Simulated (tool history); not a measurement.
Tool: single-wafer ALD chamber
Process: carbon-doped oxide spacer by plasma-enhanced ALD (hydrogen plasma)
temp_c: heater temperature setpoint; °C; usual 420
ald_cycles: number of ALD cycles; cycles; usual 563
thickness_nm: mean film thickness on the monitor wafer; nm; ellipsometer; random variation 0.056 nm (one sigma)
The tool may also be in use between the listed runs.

| run | hour | temp_c | ald_cycles | read-back reference wafer on the same gauge, thickness_nm | thickness_nm |
|---|---|---|---|---|---|
| 1 | 0 | 420 | 563 | 26.218 | 25.756 |
| 2 | 60.3 | 420 | 563 | 26.179 | 25.748 |
| 3 | 122.1 | 420 | 540 | 26.198 | 24.702 |
| 4 | 192.9 | 420 | 540 | 26.197 | 24.742 |
| 5 | 255.9 | 420 | 540 | 26.197 | 24.591 |
| 6 | 284.8 | 429 | 563 | 26.196 | 24.844 |
| 7 | 345 | 429 | 563 | 26.222 | 24.986 |
| 8 | 395.4 | 420 | 563 | 26.196 | 25.766 |
| 9 | 447 | 425 | 513 | 26.201 | 23.006 |
| 10 | 484.8 | 425 | 513 | 26.187 | 23.036 |
| 11 | 552 | 425 | 513 | 26.185 | 23.001 |
| 12 | 594.7 | 427 | 652 | 26.204 | 28.999 |
| 13 | 622.2 | 420 | 563 | 26.209 | 25.682 |
|  | 696 | gauge calibrated |
|  | 730.4 | thermocouple changed; heater temperature recalibrated |
| 14 | 819 | 420 | 482 | 26.179 | 22.033 |
| 15 | 847.5 | 420 | 460 | 26.216 | 20.906 |
| 16 | 877.3 | 429 | 593 | 26.209 | 26.238 |
| 17 | 911.6 | 420 | 563 | 26.199 | 25.784 |
| 18 | 1094.2 | 427 | 516 | 26.19 | 22.958 |
| 19 | 1164.6 | 420 | 563 | 26.203 | 25.755 |
| 20 | 1205.8 | 425 | 513 | 26.198 | 22.933 |
| 21 | 1258.9 | 428 | 563 | 26.181 | 24.855 |
| 22 | 1290.6 | 408 | 504 | 26.221 | 24.047 |
| 23 | 1335.6 | 425 | 530 | 26.188 | 23.784 |

4 ways to go on from here, each from the tool as it stands after run 23. What would each give?
| A | 1336.9 | 420 | 655 | ? | ? |
| B | 1336.9 | 427 | 598 | ? | ? |
| C | 1336.9 | 420 | 629 | ? | ? |
| D | 1336.9 | 408 | 600 | ? | ? |

| run | read-back reference wafer on the same gauge, thickness_nm | thickness_nm |
|---|---|---|
| A | 26.206 | 29.846 |
| B | 26.206 | 26.555 |
| C | 26.206 | 28.661 |
| D | 26.206 | 28.534 |
Without the tool's hidden state the same runs would have given:
| run | thickness_nm |
|---|---|
| A | 29.846 |
| B | 26.555 |
| C | 28.661 |
| D | 28.534 |
